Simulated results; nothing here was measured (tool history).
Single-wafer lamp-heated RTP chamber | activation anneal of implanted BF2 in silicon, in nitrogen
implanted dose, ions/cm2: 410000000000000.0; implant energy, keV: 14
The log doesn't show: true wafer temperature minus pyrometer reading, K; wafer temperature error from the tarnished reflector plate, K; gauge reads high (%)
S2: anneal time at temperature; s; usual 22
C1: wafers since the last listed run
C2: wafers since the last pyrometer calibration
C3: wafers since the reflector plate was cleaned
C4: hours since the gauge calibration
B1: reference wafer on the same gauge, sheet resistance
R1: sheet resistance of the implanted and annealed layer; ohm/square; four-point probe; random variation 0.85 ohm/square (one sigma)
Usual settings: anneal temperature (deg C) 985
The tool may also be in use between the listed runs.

{"run": 1, "day": 0.0, "anneal temperature (deg C)": 985, "S2": 22, "C1": 0, "C2": 1308, "C3": 2135, "C4": 914.6, "B1": 301.05, "R1": 299.09}
{"run": 2, "day": 1.062, "anneal temperature (deg C)": 1006, "S2": 22, "C1": 380, "C2": 1688, "C3": 2515, "C4": 940.1, "B1": 300.95, "R1": 290.25}
{"run": 3, "day": 2.142, "anneal temperature (deg C)": 1006, "S2": 22, "C1": 386, "C2": 2075, "C3": 2902, "C4": 966, "B1": 301, "R1": 289.33}
{"run": 4, "day": 5.746, "anneal temperature (deg C)": 1006, "S2": 22, "C1": 1290, "C2": 3365, "C3": 4192, "C4": 1052.5, "B1": 301.02, "R1": 287.88}
{"run": 5, "day": 7.15, "anneal temperature (deg C)": 985, "S2": 22, "C1": 502, "C2": 3868, "C3": 4695, "C4": 1086.2, "B1": 301.13, "R1": 297.27}
{"run": 6, "day": 8.196, "anneal temperature (deg C)": 985, "S2": 22, "C1": 374, "C2": 4243, "C3": 5070, "C4": 1111.3, "B1": 301.11, "R1": 295.8}
{"run": 7, "day": 9.546, "anneal temperature (deg C)": 985, "S2": 22, "C1": 483, "C2": 4726, "C3": 5553, "C4": 1143.7, "B1": 301.01, "R1": 297.82}
{"day": 11.017, "done": "gauge calibrated"}
{"run": 8, "day": 11.342, "anneal temperature (deg C)": 994, "S2": 22, "C1": 643, "C2": 5369, "C3": 6196, "C4": 7.8, "B1": 301.05, "R1": 292.97}
{"run": 9, "day": 13.062, "anneal temperature (deg C)": 994, "S2": 22, "C1": 616, "C2": 5985, "C3": 6812, "C4": 49.1, "B1": 301.07, "R1": 292.55}
{"day": 15.396, "done": "pyrometer window cleaned and pyrometer calibrated"}
{"run": 10, "day": 15.646, "anneal temperature (deg C)": 985, "S2": 22, "C1": 805, "C2": 89, "C3": 7618, "C4": 111.1, "B1": 301.04, "R1": 304.43}
{"run": 11, "day": 18.404, "anneal temperature (deg C)": 1012, "S2": 11, "C1": 987, "C2": 1076, "C3": 8606, "C4": 177.3, "B1": 300.94, "R1": 295.04}
{"day": 19.917, "done": "reflector plate cleaned"}
{"run": 12, "day": 19.975, "anneal temperature (deg C)": 1002, "S2": 28, "C1": 443, "C2": 1519, "C3": 20, "C4": 215, "B1": 301.01, "R1": 288.96}
{"run": 13, "day": 21.983, "anneal temperature (deg C)": 998, "S2": 18, "C1": 719, "C2": 2239, "C3": 739, "C4": 263.2, "B1": 300.88, "R1": 295.27}
{"run": 14, "day": 24.446, "anneal temperature (deg C)": 985, "S2": 22, "C1": 881, "C2": 3120, "C3": 1621, "C4": 322.3, "B1": 301.01, "R1": 300.16}
{"run": 15, "day": 26.5, "anneal temperature (deg C)": 985, "S2": 22, "C1": 735, "C2": 3856, "C3": 2356, "C4": 371.6, "B1": 301.1, "R1": 297.97}
{"run": 16, "day": 29.3, "anneal temperature (deg C)": 985, "S2": 22, "C1": 1002, "C2": 4859, "C3": 3359, "C4": 438.8, "B1": 300.89, "R1": 298.53}
{"run": 17, "day": 30.525, "anneal temperature (deg C)": 997, "S2": 33, "C1": 438, "C2": 5297, "C3": 3798, "C4": 468.2, "B1": 300.91, "R1": 287.55}
{"run": 18, "day": 33.225, "anneal temperature (deg C)": 985, "S2": 22, "C1": 966, "C2": 6264, "C3": 4765, "C4": 533, "B1": 300.97, "R1": 296.04}
{"run": 19, "day": 34.662, "anneal temperature (deg C)": 1002, "S2": 28, "C1": 514, "C2": 6779, "C3": 5279, "C4": 567.5, "B1": 300.9, "R1": 285.06}
{"day": 35.567, "done": "pyrometer window cleaned and pyrometer calibrated"}
{"run": 20, "day": 36.262, "anneal temperature (deg C)": 1007, "S2": 15, "C1": 453, "C2": 249, "C3": 5733, "C4": 605.9, "B1": 300.78, "R1": 296}
{"run": 21, "day": 37.871, "anneal temperature (deg C)": 985, "S2": 11, "C1": 575, "C2": 825, "C3": 6309, "C4": 644.5, "B1": 301.11, "R1": 314.73}
{"day": 41.921, "done": "reflector plate cleaned"}
{"run": 22, "day": 43.192, "anneal temperature (deg C)": 963, "S2": 12, "C1": 1785, "C2": 2611, "C3": 454, "C4": 772.2, "B1": 300.94, "R1": 336.6}
{"run": 23, "day": 46.079, "anneal temperature (deg C)": 985, "S2": 22, "C1": 1033, "C2": 3645, "C3": 1488, "C4": 841.5, "B1": 301.01, "R1": 298.71}
{"run": 24, "day": 47.683, "anneal temperature (deg C)": 985, "S2": 12, "C1": 574, "C2": 4220, "C3": 2063, "C4": 880, "B1": 300.87, "R1": 306.39}
{"run": 25, "day": 50.325, "anneal temperature (deg C)": 977, "S2": 32, "C1": 945, "C2": 5166, "C3": 3009, "C4": 943.4, "B1": 300.96, "R1": 297.35}
{"run": 26, "day": 52.833, "anneal temperature (deg C)": 985, "S2": 22, "C1": 898, "C2": 6064, "C3": 3907, "C4": 1003.6, "B1": 301.06, "R1": 298.14}
{"run": 27, "day": 54.388, "anneal temperature (deg C)": 969, "S2": 33, "C1": 556, "C2": 6620, "C3": 4463, "C4": 1040.9, "B1": 301.06, "R1": 301.93}
{"day": 56.096, "done": "pyrometer window cleaned and pyrometer calibrated"}
{"run": 28, "day": 57.254, "anneal temperature (deg C)": 985, "S2": 28, "C1": 907, "C2": 415, "C3": 5370, "C4": 1109.7, "B1": 301.18, "R1": 298.66}
{"run": 29, "day": 58.542, "anneal temperature (deg C)": 957, "S2": 22, "C1": 461, "C2": 876, "C3": 5832, "C4": 1140.6, "B1": 300.95, "R1": 338.91}
{"run": 30, "day": 59.771, "anneal temperature (deg C)": 985, "S2": 22, "C1": 440, "C2": 1316, "C3": 6272, "C4": 1170.1, "B1": 301.08, "R1": 299.01}
{"run": 31, "day": 60.883, "anneal temperature (deg C)": 1013, "S2": 9, "C1": 398, "C2": 1714, "C3": 6670, "C4": 1196.8, "B1": 300.9, "R1": 296.83}
{"run": 32, "day": 62.638, "anneal temperature (deg C)": 997, "S2": 32, "C1": 628, "C2": 2343, "C3": 7298, "C4": 1238.9, "B1": 300.73, "R1": 287.16}
{"run": 33, "day": 64.621, "anneal temperature (deg C)": 977, "S2": 27, "C1": 710, "C2": 3053, "C3": 8008, "C4": 1286.5, "B1": 301.09, "R1": 302.73}
{"day": 65.825, "done": "reflector plate cleaned"}
{"run": 34, "day": 65.992, "anneal temperature (deg C)": 998, "S2": 9, "C1": 371, "C2": 3424, "C3": 59, "C4": 1319.4, "B1": 300.92, "R1": 302.69}
{"day": 73.617, "done": "gauge calibrated"}
{"day": 73.817, "done": "pyrometer window cleaned and pyrometer calibrated"}
{"run": 35, "day": 74.138, "anneal temperature (deg C)": 985, "S2": 13, "C1": 2797, "C2": 115, "C3": 2856, "C4": 12.5, "B1": 300.91, "R1": 312.96}

5 ways to go on from here, each from the tool as it stands after run 35. What would each give?
{"run": "A", "day": 74.154, "anneal temperature (deg C)": 985, "S2": 22, "C1": 5, "C2": 121, "C3": 2862, "C4": 12.9, "B1": "?", "R1": "?"}
{"run": "B", "day": 74.154, "anneal temperature (deg C)": 967, "S2": 12, "C1": 5, "C2": 121, "C3": 2862, "C4": 12.9, "B1": "?", "R1": "?"}
{"run": "C", "day": 74.154, "anneal temperature (deg C)": 956, "S2": 35, "C1": 5, "C2": 121, "C3": 2862, "C4": 12.9, "B1": "?", "R1": "?"}
{"run": "D", "day": 74.154, "anneal temperature (deg C)": 972, "S2": 22, "C1": 5, "C2": 121, "C3": 2862, "C4": 12.9, "B1": "?", "R1": "?"}
{"run": "E", "day": 74.154, "anneal temperature (deg C)": 970, "S2": 26, "C1": 5, "C2": 121, "C3": 2862, "C4": 12.9, "B1": "?", "R1": "?"}

run=A B1=300.94 R1=303.66
run=B B1=300.94 R1=339.22
run=C B1=300.94 R1=331.84
run=D B1=300.94 R1=318.03
run=E B1=300.94 R1=317.09
Without the tool's hidden state the same runs would have given:
run=A R1=305.98
run=B R1=343.93
run=C R1=336.91
run=D R1=321.65
run=E R1=320.7
